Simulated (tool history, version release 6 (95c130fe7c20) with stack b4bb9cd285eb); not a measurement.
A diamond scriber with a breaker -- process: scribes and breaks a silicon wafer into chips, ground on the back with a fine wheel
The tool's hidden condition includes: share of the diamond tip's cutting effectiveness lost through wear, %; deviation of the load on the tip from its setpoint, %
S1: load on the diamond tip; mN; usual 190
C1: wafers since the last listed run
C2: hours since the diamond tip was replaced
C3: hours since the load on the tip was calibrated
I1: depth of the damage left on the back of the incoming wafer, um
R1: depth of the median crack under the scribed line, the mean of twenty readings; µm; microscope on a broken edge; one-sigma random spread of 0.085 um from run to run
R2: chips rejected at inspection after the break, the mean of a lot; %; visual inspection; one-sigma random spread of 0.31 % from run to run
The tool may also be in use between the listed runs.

run 1 hour=0 | S1=190 | C1=0 C2=2.8 C3=1287.4 | I1=1.9 | R1=7.07 R2=3.01
run 2 hour=54.5 | S1=190 | C1=233 C2=57.3 C3=1341.9 | I1=2.91 | R1=7.2 R2=8.03
run 3 hour=118.5 | S1=190 | C1=274 C2=121.3 C3=1405.9 | I1=1.92 | R1=7.16 R2=3.44
run 4 hour=170.8 | S1=190 | C1=224 C2=173.6 C3=1458.2 | I1=1.83 | R1=7.29 R2=2.83
run 5 hour=239.3 | S1=190 | C1=293 C2=242.1 C3=1526.7 | I1=2.76 | R1=7.03 R2=7.03
-- hour=256.1 diamond tip replaced by a new one
run 6 hour=263.8 | S1=190 | C1=96 C2=7.7 C3=1551.2 | I1=2.29 | R1=7.14 R2=3.9
run 7 hour=331.3 | S1=171 | C1=289 C2=75.2 C3=1618.7 | I1=1.79 | R1=6.81 R2=3.04
-- hour=391.1 load on the tip recalibrated
run 8 hour=398.6 | S1=171 | C1=280 C2=142.5 C3=7.5 | I1=1.6 | R1=7.17 R2=2.39
run 9 hour=461.2 | S1=190 | C1=268 C2=205.1 C3=70.1 | I1=2.51 | R1=7.63 R2=5.18
run 10 hour=491.3 | S1=190 | C1=129 C2=235.2 C3=100.2 | I1=2.38 | R1=7.6 R2=5.35
-- hour=520.2 diamond tip replaced by a new one
run 11 hour=532.4 | S1=190 | C1=167 C2=12.2 C3=141.3 | I1=2.39 | R1=7.6 R2=4.93
run 12 hour=560.7 | S1=190 | C1=121 C2=40.5 C3=169.6 | I1=2.21 | R1=7.63 R2=3.86
-- hour=598.8 load on the tip recalibrated, repeated, since the last time left the tool worse
run 13 hour=629.1 | S1=149 | C1=284 C2=108.9 C3=30.3 | I1=1.7 | R1=6.26 R2=4.6
run 14 hour=666.4 | S1=190 | C1=159 C2=146.2 C3=67.6 | I1=2.64 | R1=7.03 R2=5.97
run 15 hour=691.9 | S1=166 | C1=109 C2=171.7 C3=93.1 | I1=2.75 | R1=6.54 R2=8.86
run 16 hour=741.3 | S1=161 | C1=211 C2=221.1 C3=142.5 | I1=1.76 | R1=6.42 R2=3.85
-- hour=766.2 diamond tip replaced by a new one
run 17 hour=796.2 | S1=230 | C1=226 C2=30 C3=197.4 | I1=2.88 | R1=7.75 R2=7.38
run 18 hour=851.7 | S1=239 | C1=238 C2=85.5 C3=252.9 | I1=1.51 | R1=8.09 R2=3.97
run 19 hour=919.1 | S1=157 | C1=289 C2=152.9 C3=320.3 | I1=2.28 | R1=6.43 R2=5.8
run 20 hour=974.9 | S1=215 | C1=239 C2=208.7 C3=376.1 | I1=1.52 | R1=7.37 R2=2.8
-- hour=999.5 diamond tip replaced by a new one
run 21 hour=1018.9 | S1=245 | C1=180 C2=19.4 C3=420.1 | I1=1.57 | R1=7.85 R2=4.31
run 22 hour=1071.4 | S1=190 | C1=225 C2=71.9 C3=472.6 | I1=2.71 | R1=6.91 R2=5.98
run 23 hour=1136.4 | S1=237 | C1=278 C2=136.9 C3=537.6 | I1=2.1 | R1=7.83 R2=5.51

Forecast each of these 5 alternatives for the next run:
run A hour=1137 | S1=159 | C1=2 C2=137.5 C3=538.2 | I1=2.91 | R1=? R2=?
run B hour=1137 | S1=213 | C1=2 C2=137.5 C3=538.2 | I1=2.91 | R1=? R2=?
run C hour=1137 | S1=136 | C1=2 C2=137.5 C3=538.2 | I1=2.91 | R1=? R2=?
run D hour=1137 | S1=205 | C1=2 C2=137.5 C3=538.2 | I1=2.91 | R1=? R2=?
run E hour=1137 | S1=146 | C1=2 C2=137.5 C3=538.2 | I1=2.91 | R1=? R2=?

run=A R1=6.51 R2=8.76
run=B R1=7.55 R2=6.23
run=C R1=6.04 R2=11.97
run=D R1=7.4 R2=6.27
run=E R1=6.24 R2=10.38
The same runs, with their run-to-run variation unchanged, on a tool lacking any hidden condition would have given:
run=A R1=6.43 R2=9.2
run=B R1=7.46 R2=6.25
run=C R1=5.96 R2=12.61
run=D R1=7.31 R2=6.34
run=E R1=6.17 R2=10.93

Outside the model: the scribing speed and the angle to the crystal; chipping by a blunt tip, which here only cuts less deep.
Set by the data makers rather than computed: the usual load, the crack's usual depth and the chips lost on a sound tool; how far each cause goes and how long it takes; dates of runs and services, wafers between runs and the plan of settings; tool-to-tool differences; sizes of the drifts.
